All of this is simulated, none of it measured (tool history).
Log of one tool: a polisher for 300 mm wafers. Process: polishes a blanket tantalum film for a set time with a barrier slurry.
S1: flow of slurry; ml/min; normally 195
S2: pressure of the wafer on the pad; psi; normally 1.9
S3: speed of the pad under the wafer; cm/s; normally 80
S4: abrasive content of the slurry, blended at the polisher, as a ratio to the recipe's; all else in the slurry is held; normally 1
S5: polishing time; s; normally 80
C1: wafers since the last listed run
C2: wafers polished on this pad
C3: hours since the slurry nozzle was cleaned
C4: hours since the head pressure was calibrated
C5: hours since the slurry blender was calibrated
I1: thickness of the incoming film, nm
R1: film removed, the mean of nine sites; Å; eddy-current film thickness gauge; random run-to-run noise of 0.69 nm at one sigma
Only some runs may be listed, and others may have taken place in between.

Run 1, hour 0: usual settings but S2 2.4 psi; C1 0; C2 360; C3 710.7; C4 495; C5 3; I1 340.5. Result: R1 1084 Å.
Run 2, hour 11.7: usual settings but S2 2.4 psi; C1 112; C2 473; C3 722.4; C4 506.7; C5 14.7; I1 338.3. Result: R1 1083 Å.
Run 3, hour 22.6: usual settings; C1 105; C2 578; C3 733.3; C4 517.6; C5 25.6; I1 343.6. Result: R1 843 Å.
Run 4, hour 29.8: usual settings; C1 69; C2 648; C3 740.5; C4 524.8; C5 32.8; I1 342.3. Result: R1 854 Å.
Run 5, hour 44.7: usual settings; C1 143; C2 792; C3 755.4; C4 539.7; C5 47.7; I1 341.1. Result: R1 853 Å.
Run 6, hour 53.5: usual settings; C1 84; C2 877; C3 764.2; C4 548.5; C5 56.5; I1 338. Result: R1 849 Å.
Run 7, hour 67.1: usual settings; C1 131; C2 1008; C3 777.8; C4 562.1; C5 70.1; I1 339.5. Result: R1 837 Å.
Run 8, hour 82.9: usual settings; C1 152; C2 1160; C3 793.6; C4 577.9; C5 85.9; I1 345.5. Result: R1 834 Å.
At hour 97.4: worn pad replaced by a new one.
Run 9, hour 97.9: usual settings but S1 175 ml/min; C1 106; C2 5; C3 808.6; C4 592.9; C5 100.9; I1 340.8. Result: R1 808 Å.
At hour 100.2: slurry nozzle cleaned.
Run 10, hour 126.5: usual settings but S1 175 ml/min; C1 266; C2 271; C3 26.3; C4 621.5; C5 129.5; I1 340.9. Result: R1 735 Å.
Run 11, hour 133: usual settings but S1 175 ml/min; C1 62; C2 334; C3 32.8; C4 628; C5 136; I1 332.6. Result: R1 726 Å.
At hour 136.8: head pressure recalibrated.
Run 12, hour 146.4: usual settings; C1 110; C2 444; C3 46.2; C4 9.6; C5 149.4; I1 341.1. Result: R1 766 Å.
Run 13, hour 156.6: usual settings but S1 255 ml/min, S3 56 cm/s, S4 0.75, S5 59 s; C1 98; C2 542; C3 56.4; C4 19.8; C5 159.6; I1 337.1. Result: R1 400 Å.
Run 14, hour 173.2: usual settings but S1 215 ml/min; C1 160; C2 703; C3 73; C4 36.4; C5 176.2; I1 335.9. Result: R1 779 Å.
Run 15, hour 188.8: usual settings but S2 1.4 psi, S5 93 s; C1 150; C2 853; C3 88.6; C4 52; C5 191.8; I1 345.3. Result: R1 653 Å.
Run 16, hour 206: usual settings but S2 2.4 psi, S4 0.85; C1 166; C2 1019; C3 105.8; C4 69.2; C5 209; I1 338.6. Result: R1 922 Å.
At hour 208.6: slurry nozzle cleaned, repeated, since the last time left the tool worse.
At hour 215.4: slurry blender recalibrated.
Run 17, hour 222.4: usual settings but S4 0.9; C1 129; C2 1149; C3 13.8; C4 85.6; C5 7; I1 333.1. Result: R1 869 Å.
Run 18, hour 231.2: usual settings but S1 260 ml/min, S3 68 cm/s, S5 69 s; C1 84; C2 1234; C3 22.6; C4 94.4; C5 15.8; I1 338.8. Result: R1 677 Å.
At hour 236.4: worn pad replaced by a new one.
Run 19, hour 243.8: usual settings; C1 83; C2 71; C3 35.2; C4 107; C5 28.4; I1 341.3. Result: R1 911 Å.
Run 20, hour 256.3: usual settings but S2 2.2 psi, S4 1.2; C1 120; C2 192; C3 47.7; C4 119.5; C5 40.9; I1 339.7. Result: R1 1067 Å.
Run 21, hour 270.8: usual settings but S1 225 ml/min; C1 139; C2 332; C3 62.2; C4 134; C5 55.4; I1 341.9. Result: R1 909 Å.
Run 22, hour 287.5: usual settings but S2 1.3 psi; C1 161; C2 493; C3 78.9; C4 150.7; C5 72.1; I1 341.3. Result: R1 626 Å.
Run 23, hour 294.3: usual settings; C1 65; C2 559; C3 85.7; C4 157.5; C5 78.9; I1 345. Result: R1 902 Å.
Run 24, hour 312.2: usual settings but S2 1.6 psi, S4 1.25; C1 172; C2 732; C3 103.6; C4 175.4; C5 96.8; I1 341.9. Result: R1 781 Å.
Run 25, hour 319.3: usual settings but S4 0.75; C1 68; C2 800; C3 110.7; C4 182.5; C5 103.9; I1 340.3. Result: R1 845 Å.
Run 26, hour 336.4: usual settings but S1 140 ml/min, S3 102 cm/s, S4 0.75; C1 165; C2 965; C3 127.8; C4 199.6; C5 121; I1 337. Result: R1 1021 Å.
Run 27, hour 345.6: usual settings; C1 88; C2 1054; C3 137; C4 208.8; C5 130.2; I1 343.3. Result: R1 893 Å.
Run 28, hour 355.2: usual settings but S4 1.2, S5 54 s; C1 92; C2 1147; C3 146.6; C4 218.4; C5 139.8; I1 336.4. Result: R1 634 Å.
At hour 364: worn pad replaced by a new one.
Run 29, hour 364.5: usual settings but S1 155 ml/min, S4 0.8; C1 51; C2 4; C3 155.9; C4 227.7; C5 149.1; I1 345.5. Result: R1 817 Å.
Run 30, hour 378.5: usual settings but S1 135 ml/min, S3 66 cm/s, S4 0.7; C1 135; C2 139; C3 169.9; C4 241.7; C5 163.1; I1 340.2. Result: R1 641 Å.

How would selected steps in R1 from run to run divide? Give the signed amount a tool lacking its hidden state would still show from settings, what came in and random variation, and the signed amount left for the hidden state, including any gauge scatter that is not in both of the compared results.
What the log doesn't record here: removal rate lost through wear of the pad, %; slurry flow missing at the pad, %; deviation of the head's pressure from its setpoint, %; abrasive missing from the slurry, %.
Run 9 -> 10: slurry nozzle cleaned. R1 -73 Å: hidden state -82, all else +9.
Run 12 -> 13: S1 195 -> 255, S3 80 -> 56, S4 1 -> 0.75, S5 80 -> 59. R1 -366 Å: hidden state +86, all else -452.
Run 13 -> 14: S1 255 -> 215, S3 56 -> 80, S4 0.75 -> 1, S5 59 -> 80. R1 +379 Å: hidden state -75, all else +454.
Run 16 -> 17: S2 2.4 -> 1.9, S4 0.85 -> 0.9, slurry nozzle cleaned, repeated, since the last time left the tool worse, slurry blender recalibrated. R1 -53 Å: hidden state +172, all else -225.
Run 21 -> 22: S1 225 -> 195, S2 1.9 -> 1.3. R1 -283 Å: hidden state +0, all else -283.
